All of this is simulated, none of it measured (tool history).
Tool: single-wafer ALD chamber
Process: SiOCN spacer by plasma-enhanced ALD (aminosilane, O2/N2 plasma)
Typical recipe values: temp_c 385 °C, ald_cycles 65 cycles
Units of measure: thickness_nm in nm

run   hour  temp_c  ald_cycles  wafers since the last listed run  hours since the last thermocouple change  hours since the gauge calibration  read-back reference wafer on the same gauge, thickness_nm  thickness_nm
  1      0     385          65                                 0                                     886.5                              499.3                                                      3.761         4.245
  2   48.5     385          65                               212                                       935                              547.8                                                      3.756         4.263
  3   76.4     385          65                               122                                     962.9                              575.7                                                      3.755         4.259
  4  111.2     385          65                               152                                     997.7                              610.5                                                      3.759         4.268
  5  238.5     385          65                               558                                      1125                              737.8                                                      3.759         4.259
  6  296.1     385          65                               252                                    1182.6                              795.4                                                       3.76         4.249
     314.6  -- gauge calibrated
  7  347.6     385          65                               225                                    1234.1                                 33                                                      3.801         4.276
  8  379.3     393          60                               139                                    1265.8                               64.7                                                      3.795         3.964
  9  431.3     393          60                               228                                    1317.8                              116.7                                                      3.785         3.947
     487.4  -- thermocouple changed; heater temperature recalibrated
 10  490.4     380          69                               224                                         3                              175.8                                                      3.773         4.556
 11  515.1     385          55                               108                                      27.7                              200.5                                                      3.775         3.603
 12    542     373          74                               118                                      54.6                              227.4                                                      3.771         4.861
 13  723.6     399          65                               796                                     236.2                                409                                                      3.759         4.257
 14  785.6     394          57                               272                                     298.2                                471                                                      3.757         3.718
 15  810.1     371          72                               107                                     322.7                              495.5                                                      3.759         4.722
 16  876.1     385          65                               289                                     388.7                              561.5                                                      3.754         4.258
 17  927.1     385          75                               223                                     439.7                              612.5                                                      3.756          4.92
 18  970.4     385          65                               189                                       483                              655.8                                                      3.753         4.272

Each row is a separate what-if for the run after 18, all from the same tool condition, not one after another. Results?
  A  970.9     372          65                                 2                                     483.5                              656.3                                                          ?             ?
  B  970.9     385          53                                 2                                     483.5                              656.3                                                          ?             ?
  C  970.9     371          78                                 2                                     483.5                              656.3                                                          ?             ?
  D  970.9     390          53                                 2                                     483.5                              656.3                                                          ?             ?
  E  970.9     391          57                                 2                                     483.5                              656.3                                                          ?             ?

run  read-back reference wafer on the same gauge, thickness_nm  thickness_nm
  A                                                      3.752         4.246
  B                                                      3.752         3.462
  C                                                      3.752         5.095
  D                                                      3.752         3.462
  E                                                      3.752         3.723
With the hidden condition removed and each run's random variation left untouched, the same runs would have given:
run  thickness_nm
  A         4.311
  B         3.515
  C         5.173
  D         3.515
  E          3.78
